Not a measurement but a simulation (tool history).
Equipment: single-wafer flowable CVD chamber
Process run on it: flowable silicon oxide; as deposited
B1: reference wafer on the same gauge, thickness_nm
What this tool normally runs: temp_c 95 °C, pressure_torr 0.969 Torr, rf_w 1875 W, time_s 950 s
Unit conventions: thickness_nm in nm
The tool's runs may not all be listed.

{"run": 1, "hour": 0.0, "temp_c": 95, "pressure_torr": 0.969, "rf_w": 1875, "time_s": 950, "B1": 934.362, "thickness_nm": 719.374}
{"run": 2, "hour": 26.2, "temp_c": 95, "pressure_torr": 0.969, "rf_w": 1875, "time_s": 950, "B1": 931.222, "thickness_nm": 714.517}
{"run": 3, "hour": 53.8, "temp_c": 100, "pressure_torr": 0.969, "rf_w": 1875, "time_s": 950, "B1": 933.364, "thickness_nm": 589.0}
{"run": 4, "hour": 72.7, "temp_c": 100, "pressure_torr": 0.969, "rf_w": 1875, "time_s": 950, "B1": 932.757, "thickness_nm": 588.673}
{"run": 5, "hour": 94.0, "temp_c": 95, "pressure_torr": 0.969, "rf_w": 1875, "time_s": 950, "B1": 932.359, "thickness_nm": 716.681}
{"run": 6, "hour": 119.2, "temp_c": 95, "pressure_torr": 0.969, "rf_w": 1875, "time_s": 950, "B1": 933.147, "thickness_nm": 708.501}
{"run": 7, "hour": 154.9, "temp_c": 95, "pressure_torr": 0.969, "rf_w": 1875, "time_s": 950, "B1": 932.976, "thickness_nm": 715.298}
{"run": 8, "hour": 170.4, "temp_c": 95, "pressure_torr": 0.969, "rf_w": 1875, "time_s": 950, "B1": 933.282, "thickness_nm": 712.839}
{"hour": 196.0, "done": "thermocouple changed; heater temperature recalibrated"}
{"hour": 197.2, "done": "capacitance manometer re-zeroed and calibrated"}
{"run": 9, "hour": 197.7, "temp_c": 95, "pressure_torr": 0.969, "rf_w": 1875, "time_s": 950, "B1": 931.486, "thickness_nm": 818.535}
{"run": 10, "hour": 214.0, "temp_c": 95, "pressure_torr": 0.969, "rf_w": 1875, "time_s": 950, "B1": 933.526, "thickness_nm": 821.286}
{"run": 11, "hour": 236.5, "temp_c": 95, "pressure_torr": 0.969, "rf_w": 1875, "time_s": 864, "B1": 933.851, "thickness_nm": 744.011}
{"hour": 335.3, "done": "RF generator calibrated"}
{"run": 12, "hour": 335.8, "temp_c": 95, "pressure_torr": 0.969, "rf_w": 1875, "time_s": 950, "B1": 932.666, "thickness_nm": 808.583}
{"run": 13, "hour": 353.6, "temp_c": 95, "pressure_torr": 0.969, "rf_w": 1875, "time_s": 950, "B1": 931.165, "thickness_nm": 815.106}
{"run": 14, "hour": 366.2, "temp_c": 107, "pressure_torr": 0.739, "rf_w": 1875, "time_s": 950, "B1": 933.299, "thickness_nm": 394.284}
{"run": 15, "hour": 383.5, "temp_c": 95, "pressure_torr": 0.969, "rf_w": 1875, "time_s": 837, "B1": 933.452, "thickness_nm": 713.528}
{"run": 16, "hour": 418.0, "temp_c": 95, "pressure_torr": 0.969, "rf_w": 1875, "time_s": 950, "B1": 933.294, "thickness_nm": 807.494}
{"run": 17, "hour": 441.3, "temp_c": 95, "pressure_torr": 0.969, "rf_w": 1875, "time_s": 950, "B1": 934.624, "thickness_nm": 809.689}
{"hour": 455.1, "done": "gauge calibrated"}
{"hour": 534.5, "done": "showerhead replaced"}
{"run": 18, "hour": 547.6, "temp_c": 95, "pressure_torr": 0.969, "rf_w": 1875, "time_s": 950, "B1": 933.62, "thickness_nm": 796.672}
{"run": 19, "hour": 564.6, "temp_c": 95, "pressure_torr": 0.969, "rf_w": 1875, "time_s": 1044, "B1": 932.824, "thickness_nm": 869.109}
{"run": 20, "hour": 594.3, "temp_c": 95, "pressure_torr": 0.969, "rf_w": 1875, "time_s": 950, "B1": 934.503, "thickness_nm": 795.441}
{"run": 21, "hour": 698.7, "temp_c": 95, "pressure_torr": 0.969, "rf_w": 1875, "time_s": 950, "B1": 930.732, "thickness_nm": 786.671}
{"run": 22, "hour": 713.5, "temp_c": 83, "pressure_torr": 0.75, "rf_w": 2015, "time_s": 950, "B1": 931.26, "thickness_nm": 949.168}
{"run": 23, "hour": 733.6, "temp_c": 90, "pressure_torr": 0.969, "rf_w": 1995, "time_s": 950, "B1": 932.35, "thickness_nm": 965.373}
{"run": 24, "hour": 750.8, "temp_c": 95, "pressure_torr": 0.969, "rf_w": 1875, "time_s": 810, "B1": 933.913, "thickness_nm": 668.078}
{"run": 25, "hour": 785.9, "temp_c": 104, "pressure_torr": 0.871, "rf_w": 1875, "time_s": 950, "B1": 932.64, "thickness_nm": 504.445}
{"run": 26, "hour": 821.2, "temp_c": 107, "pressure_torr": 0.859, "rf_w": 2070, "time_s": 840, "B1": 931.556, "thickness_nm": 398.391}
{"run": 27, "hour": 848.6, "temp_c": 91, "pressure_torr": 0.866, "rf_w": 2020, "time_s": 950, "B1": 934.2, "thickness_nm": 825.128}
{"run": 28, "hour": 865.7, "temp_c": 95, "pressure_torr": 0.969, "rf_w": 2195, "time_s": 866, "B1": 933.027, "thickness_nm": 733.859}

Each row is a separate what-if for the run after 28, all from the same tool condition, not one after another. Results?
{"run": "A", "hour": 866.4, "temp_c": 95, "pressure_torr": 0.969, "rf_w": 1875, "time_s": 825, "B1": "?", "thickness_nm": "?"}
{"run": "B", "hour": 866.4, "temp_c": 82, "pressure_torr": 0.969, "rf_w": 1875, "time_s": 950, "B1": "?", "thickness_nm": "?"}
{"run": "C", "hour": 866.4, "temp_c": 85, "pressure_torr": 1.161, "rf_w": 2065, "time_s": 762, "B1": "?", "thickness_nm": "?"}
{"run": "D", "hour": 866.4, "temp_c": 95, "pressure_torr": 0.969, "rf_w": 1875, "time_s": 763, "B1": "?", "thickness_nm": "?"}

run=A B1=935.317 thickness_nm=680.074
run=B B1=935.317 thickness_nm=1244.869
run=C B1=935.317 thickness_nm=1090.093
run=D B1=935.317 thickness_nm=628.966
What these runs would have given with no unlogged condition in the tool:
run=A thickness_nm=705.180
run=B thickness_nm=1288.619
run=C thickness_nm=1126.705
run=D thickness_nm=652.185
